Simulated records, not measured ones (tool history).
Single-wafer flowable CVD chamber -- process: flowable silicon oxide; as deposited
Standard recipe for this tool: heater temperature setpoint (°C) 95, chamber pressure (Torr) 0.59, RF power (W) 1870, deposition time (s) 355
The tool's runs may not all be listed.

run     day  heater temperature setpoint (°C)  chamber pressure (Torr)  RF power (W)  deposition time (s)  wafers since the last listed run  hours since the last thermocouple change  hours since the last RF generator calibration  hours since the last manometer calibration  hours since the showerhead was replaced  hours since the gauge calibration  read-back reference wafer on the same gauge, thickness_nm  mean film thickness on the monitor wafer (angstrom)
  1       0                                95                     0.59          1870                  355                                 0                                    1676.7                                         1725.7                                      1856.6                                   5112.3                              964.1                                                    168.927                                              1483.85
  2   4.475                                95                     0.59          1870                  355                               339                                    1784.1                                         1833.1                                        1964                                   5219.7                             1071.5                                                    168.952                                              1481.67
  3   6.379                                95                     0.59          1870                  355                               144                                    1829.8                                         1878.8                                      2009.7                                   5265.4                             1117.2                                                    169.283                                              1498.55
      9.442  -- RF generator calibrated
  4   10.75                                95                     0.59          1870                  355                               306                                    1934.7                                           31.4                                      2114.6                                   5370.3                             1222.1                                                    169.082                                              1496.13
  5  15.092                                95                     0.59          1870                  355                               329                                    2038.9                                          135.6                                      2218.8                                   5474.5                             1326.3                                                    168.851                                              1485.79
     18.233  -- capacitance manometer re-zeroed and calibrated
  6  18.629                                95                     0.59          1870                  388                               243                                    2123.8                                          220.5                                         9.5                                   5559.4                             1411.2                                                    169.076                                              1671.45
  7  20.721                                95                     0.59          1870                  388                               158                                      2174                                          270.7                                        59.7                                   5609.6                             1461.4                                                    168.838                                              1674.71
  8  22.854                                95                     0.59          1870                  388                               161                                    2225.2                                          321.9                                       110.9                                   5660.8                             1512.6                                                    169.032                                              1694.55
  9  24.738                                95                    0.688          1870                  355                               143                                    2270.4                                          367.1                                       156.1                                     5706                             1557.8                                                    168.624                                              1771.19
 10  33.521                                95                     0.59          1870                  355                               666                                    2481.2                                          577.9                                       366.9                                   5916.8                             1768.6                                                    168.864                                              1531.65
 11  37.479                                95                    0.716          1870                  355                               300                                    2576.2                                          672.9                                       461.9                                   6011.8                             1863.6                                                     169.16                                              1859.73
 12  41.058                                95                     0.59          1870                  355                               271                                    2662.1                                          758.8                                       547.8                                   6097.7                             1949.5                                                    168.882                                              1534.28
     42.033  -- showerhead replaced
     42.583  -- gauge calibrated
 13  43.108                                95                     0.59          1530                  382                               130                                    2711.3                                            808                                         597                                     25.8                               12.6                                                    169.096                                              1578.77
 14  47.521                               101                     0.59          1870                  355                               335                                    2817.2                                          913.9                                       702.9                                    131.7                              118.5                                                    168.884                                              1216.45
 15  50.829                                82                    0.487          1870                  421                               251                                    2896.6                                          993.3                                       782.3                                    211.1                              197.9                                                     168.84                                               2360.3
 16  54.312                                84                     0.59          1870                  355                               264                                    2980.2                                         1076.9                                       865.9                                    294.7                              281.5                                                    169.092                                              2247.66
 17   57.35                               100                     0.59          1870                  287                               230                                    3053.1                                         1149.8                                       938.8                                    367.6                              354.4                                                    168.916                                              1023.27
     60.467  -- thermocouple changed; heater temperature recalibrated
 18  61.646                               107                     0.59          1990                  355                               300                                      28.3                                         1252.9                                      1041.9                                    470.7                              457.5                                                    168.854                                               979.77
 19  64.375                                95                    0.706          2085                  393                               207                                      93.8                                         1318.4                                      1107.4                                    536.2                                523                                                     169.09                                              2046.24
 20  68.462                                95                     0.59          1870                  355                               310                                     191.9                                         1416.5                                      1205.5                                    634.3                              621.1                                                    168.807                                              1528.67
 21  70.517                                95                    0.551          2080                  382                               155                                     241.2                                         1465.8                                      1254.8                                    683.6                              670.4                                                    169.104                                              1548.42
 22  73.412                                95                    0.704          1685                  355                               219                                     310.7                                         1535.3                                      1324.3                                    753.1                              739.9                                                     169.01                                              1786.03
 23  75.979                                91                     0.59          1870                  355                               194                                     372.3                                         1596.9                                      1385.9                                    814.7                              801.5                                                    168.831                                              1773.77
 24  78.717                                95                     0.59          1870                  355                               207                                       438                                         1662.6                                      1451.6                                    880.4                              867.2                                                    169.111                                              1512.14
 25  87.192                                99                     0.59          2185                  355                               643                                     641.4                                           1866                                        1655                                   1083.8                             1070.6                                                    168.898                                              1333.54
     89.379  -- RF generator calibrated
 26  90.983                                95                    0.497          1870                  355                               262                                     732.4                                           38.5                                        1746                                   1174.8                             1161.6                                                    168.824                                               1287.7
 27  93.529                                95                     0.59          1870                  355                               193                                     793.5                                           99.6                                      1807.1                                   1235.9                             1222.7                                                    168.812                                              1499.33
 28  96.654                                95                     0.59          1870                  355                               237                                     868.5                                          174.6                                      1882.1                                   1310.9                             1297.7                                                    169.241                                              1506.56
 29  99.454                               104                    0.629          2125                  295                               212                                     935.7                                          241.8                                      1949.3                                   1378.1                             1364.9                                                    168.988                                               959.53

What if the next run were any one of these 3? Each begins from the tool's condition after run 29:
  A  99.475                                95                     0.59          1625                  355                                 1                                     936.2                                          242.3                                      1949.8                                   1378.6                             1365.4                                                          ?                                                    ?
  B  99.475                               109                    0.513          1870                  329                                 1                                     936.2                                          242.3                                      1949.8                                   1378.6                             1365.4                                                          ?                                                    ?
  C  99.475                               107                     0.59          1870                  422                                 1                                     936.2                                          242.3                                      1949.8                                   1378.6                             1365.4                                                          ?                                                    ?

run  read-back reference wafer on the same gauge, thickness_nm  mean film thickness on the monitor wafer (angstrom)
  A                                                    169.261                                              1457.64
  B                                                    169.261                                               712.97
  C                                                    169.261                                              1128.43
Had the tool no hidden state, the same runs would have come out as:
run  mean film thickness on the monitor wafer (angstrom)
  A                                              1491.11
  B                                               729.34
  C                                              1154.34

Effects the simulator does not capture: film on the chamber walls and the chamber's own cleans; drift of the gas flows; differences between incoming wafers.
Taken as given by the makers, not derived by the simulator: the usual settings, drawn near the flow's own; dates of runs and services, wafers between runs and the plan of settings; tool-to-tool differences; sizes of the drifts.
